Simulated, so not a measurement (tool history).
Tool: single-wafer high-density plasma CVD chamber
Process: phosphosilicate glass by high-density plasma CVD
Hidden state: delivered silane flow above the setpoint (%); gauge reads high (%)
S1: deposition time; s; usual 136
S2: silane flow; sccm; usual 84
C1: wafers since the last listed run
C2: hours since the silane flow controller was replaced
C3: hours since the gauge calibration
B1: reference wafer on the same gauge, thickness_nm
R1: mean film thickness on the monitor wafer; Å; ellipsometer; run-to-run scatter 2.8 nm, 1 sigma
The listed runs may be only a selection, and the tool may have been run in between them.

run    hour   S1   S2   C1      C2      C3        B1        R1
  1     0.0  136   84    0  1843.2   501.1  1108.720  11539.07
  2    21.6  136   84  202  1864.8   522.7  1110.140  11538.46
  3    44.3  136   84  213  1887.5   545.4  1109.722  11565.90
  4    73.8  136   73  277  1917.0   574.9  1110.161  10041.21
  5   102.1  136   73  265  1945.3   603.2  1109.637  10056.14
  6   130.5  136   96  266  1973.7   631.6  1110.766  13264.85
  7   155.1  136   96  231  1998.3   656.2  1109.825  13207.13
  8   174.8  151   84  185  2018.0   675.9  1109.314  12821.47
  9   187.2  136   84  116  2030.4   688.3  1109.670  11502.77
 10   221.0  157   84  317  2064.2   722.1  1110.037  13387.44
 11   240.4  157   84  182  2083.6   741.5  1109.866  13306.31
 12   257.7  157   84  162  2100.9   758.8  1110.413  13329.89
 13   291.3  136   84  315  2134.5   792.4  1110.378  11543.76
 14   320.2  136   84  271  2163.4   821.3  1108.632  11531.68
 15   341.3  136   84  198  2184.5   842.4  1109.703  11518.00
 16   370.1  136   84  270  2213.3   871.2  1110.344  11553.94
 17   388.8  126   84  175  2232.0   889.9  1109.532  10690.18
 18   421.6  136   84  308  2264.8   922.7  1110.238  11584.50
 19   435.1  125   84  126  2278.3   936.2  1110.163  10670.70
 20   460.1  136   84  234  2303.3   961.2  1109.947  11520.19
 21   487.0  136   84  252  2330.2   988.1  1109.521  11568.53
 22   510.4  136   84  219  2353.6  1011.5  1109.203  11559.41
 23   528.2  119   69  167  2371.4  1029.3  1110.408   8303.81
 24   545.0  127  100  157  2388.2  1046.1  1110.429  12842.84
 25   576.8  124   84  298  2420.0  1077.9  1110.406  10559.16
 26   594.9  109   68  169  2438.1  1096.0  1108.570   7509.61
 27   627.5  136   84  306  2470.7  1128.6  1108.926  11552.68
      648.0  -- silane flow controller replaced
 28   662.2  155   73  250    14.2  1163.3  1109.980  11742.13
 29   687.5  127  100  237    39.5  1188.6  1110.755  13137.04
 30   701.9  146   72  135    53.9  1203.0  1111.115  10871.22
 31   725.9  143   93  225    77.9  1227.0  1109.780  13723.69
 32   749.9  116   69  225   101.9  1251.0  1109.792   8258.72
 33   771.2  136   84  200   123.2  1272.3  1111.140  11763.41
 34   807.4  128   90  339   159.4  1308.5  1109.013  11910.76
 35   837.0  120   68  277   189.0  1338.1  1109.826   8383.00
      841.5  -- gauge calibrated
 36   873.0  136   69  338   225.0    31.5  1110.528   9699.53
 37   906.4  118   68  313   258.4    64.9  1110.370   8249.82
 38   921.7  136   88  143   273.7    80.2  1110.489  12332.49
 39   942.5  124   73  195   294.5   101.0  1109.722   9327.66
 40   970.0  148   84  258   322.0   128.5  1110.201  12770.84
 41   992.2  136   84  208   344.2   150.7  1109.690  11726.57
 42  1022.1  163   98  280   374.1   180.6  1109.999  16363.99
 43  1079.3  147   96  537   431.3   237.8  1110.494  14446.50

Forecast each of these 3 alternatives for the next run:
  A  1079.7  136  71   3  431.7  238.2   ?   ?
  B  1079.7  117  84   3  431.7  238.2   ?   ?
  C  1079.7  117  99   3  431.7  238.2   ?   ?

run        B1        R1
  A  1109.498   9871.50
  B  1109.498  10047.34
  C  1109.498  11841.50
Stripped of hidden state, with their random variation kept, the same runs would have yielded:
run        R1
  A   9979.25
  B  10157.01
  C  11970.76
